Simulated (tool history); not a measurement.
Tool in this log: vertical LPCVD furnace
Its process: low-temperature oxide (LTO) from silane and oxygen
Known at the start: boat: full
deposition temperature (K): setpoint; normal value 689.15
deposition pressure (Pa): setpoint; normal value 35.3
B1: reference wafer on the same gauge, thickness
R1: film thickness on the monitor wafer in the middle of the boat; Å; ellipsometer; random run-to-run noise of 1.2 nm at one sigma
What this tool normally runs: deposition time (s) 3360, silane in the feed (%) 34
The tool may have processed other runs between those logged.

run 1 day=0 | deposition_temperature_(K)=689.15 deposition_pressure_(Pa)=38 deposition_time_(s)=3360 silane_in_the_feed_(%)=34 | B1=575.38 | R1=6524.4
run 2 day=0.625 | deposition_temperature_(K)=689.15 deposition_pressure_(Pa)=38 deposition_time_(s)=3360 silane_in_the_feed_(%)=34 | B1=574.89 | R1=6531.4
run 3 day=1.329 | deposition_temperature_(K)=689.15 deposition_pressure_(Pa)=35.3 deposition_time_(s)=3360 silane_in_the_feed_(%)=34 | B1=575.42 | R1=6097.3
run 4 day=1.892 | deposition_temperature_(K)=689.15 deposition_pressure_(Pa)=35.3 deposition_time_(s)=3360 silane_in_the_feed_(%)=34 | B1=575.12 | R1=6088
run 5 day=2.717 | deposition_temperature_(K)=689.15 deposition_pressure_(Pa)=35.3 deposition_time_(s)=3360 silane_in_the_feed_(%)=34 | B1=575.14 | R1=6081.9
run 6 day=3.688 | deposition_temperature_(K)=689.15 deposition_pressure_(Pa)=35.3 deposition_time_(s)=3360 silane_in_the_feed_(%)=34 | B1=574.56 | R1=6087.3
run 7 day=5.079 | deposition_temperature_(K)=689.15 deposition_pressure_(Pa)=29.3 deposition_time_(s)=3360 silane_in_the_feed_(%)=34 | B1=574.68 | R1=5091.3
-- day=6.121 pressure gauge zeroed
run 8 day=6.142 | deposition_temperature_(K)=699.15 deposition_pressure_(Pa)=35.3 deposition_time_(s)=3360 silane_in_the_feed_(%)=34 | B1=575.09 | R1=6505.4
run 9 day=7.208 | deposition_temperature_(K)=699.15 deposition_pressure_(Pa)=35.3 deposition_time_(s)=3360 silane_in_the_feed_(%)=34 | B1=575.31 | R1=6497.3
-- day=7.629 gauge calibrated
-- day=8.483 silane flow controller replaced
run 10 day=8.504 | deposition_temperature_(K)=696.15 deposition_pressure_(Pa)=35.3 deposition_time_(s)=3360 silane_in_the_feed_(%)=34 | B1=575.12 | R1=6656.8
run 11 day=8.979 | deposition_temperature_(K)=696.15 deposition_pressure_(Pa)=35.3 deposition_time_(s)=3360 silane_in_the_feed_(%)=34 | B1=574.79 | R1=6680.1
-- day=11.054 thermocouples replaced and temperature profile calibrated
run 12 day=11.075 | deposition_temperature_(K)=689.15 deposition_pressure_(Pa)=35.3 deposition_time_(s)=3360 silane_in_the_feed_(%)=34 | B1=574.73 | R1=6192.9
run 13 day=11.308 | deposition_temperature_(K)=680.15 deposition_pressure_(Pa)=26.7 deposition_time_(s)=3360 silane_in_the_feed_(%)=30 | B1=575.23 | R1=3550.2
run 14 day=12.446 | deposition_temperature_(K)=689.15 deposition_pressure_(Pa)=35.3 deposition_time_(s)=3360 silane_in_the_feed_(%)=34 | B1=575.21 | R1=6188.4

Run 15 comes next. What will it give?
run 15 day=12.95 | deposition_temperature_(K)=689.15 deposition_pressure_(Pa)=28.7 deposition_time_(s)=2610 silane_in_the_feed_(%)=34 | B1=? | R1=?

Logged for run 15: B1 575.1, R1 3904.6 Å.
With no hidden state in the tool, this same run would have given R1 3899.3 Å.
